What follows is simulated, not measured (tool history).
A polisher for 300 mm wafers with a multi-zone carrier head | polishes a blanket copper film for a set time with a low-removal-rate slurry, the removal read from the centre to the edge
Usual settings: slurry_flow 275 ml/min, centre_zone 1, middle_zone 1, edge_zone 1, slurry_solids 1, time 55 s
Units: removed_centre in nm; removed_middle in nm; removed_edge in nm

run	hour	slurry_flow	centre_zone	middle_zone	edge_zone	slurry_solids	time	wafers since the last listed run	wafers polished on this pad	hours since the slurry nozzle was cleaned	hours since the centre zone pressure was calibrated	hours since the edge zone pressure was calibrated	hours since the carrier head's membrane was replaced	incoming thickness of the incoming film, nm	removed_centre	removed_middle	removed_edge
1	0	275	1	1	1	1	55	0	376	785.2	1134.4	576.7	1267.8	1291.9	154.3	149.5	158.5
2	9.5	275	1	1	1	1	55	87	464	794.7	1143.9	586.2	1277.3	1277.6	156.2	153.2	155.6
3	16.7	275	1	1	1	1	55	66	530	801.9	1151.1	593.4	1284.5	1281.3	156.2	153.9	156.4
4	27.6	275	1	1	1	1	55	100	631	812.8	1162	604.3	1295.4	1272.9	153.3	158.6	154.8
5	37.7	275	1	1	1	1	44	93	724	822.9	1172.1	614.4	1305.5	1288.2	122.7	124.7	127.3
6	67.4	275	1	1	1	1	55	274	999	852.6	1201.8	644.1	1335.2	1297.9	154.8	151.5	158
7	81.7	275	1	1	1	0.95	55	132	1131	866.9	1216.1	658.4	1349.5	1294.4	154.3	150.8	153.3
8	93.9	275	1	1	1	0.95	55	112	1243	879.1	1228.3	670.6	1361.7	1297.8	151.7	150.8	155
# hour 100.4: worn pad replaced by a new one
# hour 120.3: carrier head's membrane replaced by a new one
9	120.8	275	1	1	1	1	55	165	142	906	1255.2	697.5	0.5	1303.3	156	154.4	157
# hour 128.9: slurry nozzle cleaned
10	129.4	275	1	1	1	1	55	70	212	0.5	1263.8	706.1	9.1	1297	143.4	148.5	147.7
11	139.7	275	1	1	1	1	55	95	307	10.8	1274.1	716.4	19.4	1282	141.2	141.6	147.3
# hour 147.3: edge zone pressure recalibrated
12	153.1	275	1.06	0.94	1	1	46	105	412	24.2	1287.5	5.8	32.8	1284.8	123.5	115	122
13	161.7	275	0.96	1	1	1	55	79	492	32.8	1296.1	14.4	41.4	1300	135.7	143.2	146.5
14	177.7	190	1	1	1	0.75	55	147	640	48.8	1312.1	30.4	57.4	1278.9	115.2	116.4	126.9
# hour 189.4: centre zone pressure recalibrated
15	189.9	275	1	1	1	1	67	94	734	61	0.5	42.6	69.6	1299.8	168.9	174.4	178.3
# hour 195.5: slurry nozzle cleaned, repeated, since the last time left the tool worse
16	198.6	275	1	1	1	0.85	55	71	805	3.1	9.2	51.3	78.3	1281.8	154.5	154.2	153.8
17	211.1	275	1.1	1	0.96	0.85	55	115	920	15.6	21.7	63.8	90.8	1306.6	171.5	157.6	154.1
18	218.5	275	1	1	1	1	55	68	989	23	29.1	71.2	98.2	1290.5	160.7	157.2	163.8
19	234.3	190	1	1	1	1	55	145	1134	38.8	44.9	87	114	1300	149.9	151.6	155.2
20	249.5	355	1	1	1	0.9	55	140	1275	54	60.1	102.2	129.2	1281.5	162.4	159.7	159.6
21	266.8	275	1.04	0.97	1	1	74	159	1434	71.3	77.4	119.5	146.5	1286.5	224.6	207.4	215.7

4 ways to go on from here, each from the tool as it stands after run 21. What would each give?
A	267.2	275	1	1	1	1	55	3	1438	71.7	77.8	119.9	146.9	1274.6	?	?	?
B	267.2	275	1.08	1	1.1	1.25	60	3	1438	71.7	77.8	119.9	146.9	1274.6	?	?	?
C	267.2	275	0.93	1	0.94	1	50	3	1438	71.7	77.8	119.9	146.9	1274.6	?	?	?
D	267.2	275	1.09	1.09	1	1	39	3	1438	71.7	77.8	119.9	146.9	1274.6	?	?	?

run	removed_centre	removed_middle	removed_edge
A	158	163.8	162.3
B	196.5	188.5	192.5
C	133.7	148.9	144.9
D	122.2	121.5	115
Without the tool's hidden state the same runs would have given:
run	removed_centre	removed_middle	removed_edge
A	159.9	165.5	163.6
B	198.8	190.4	194
C	135.2	150.5	146
D	123.6	122.8	115.9
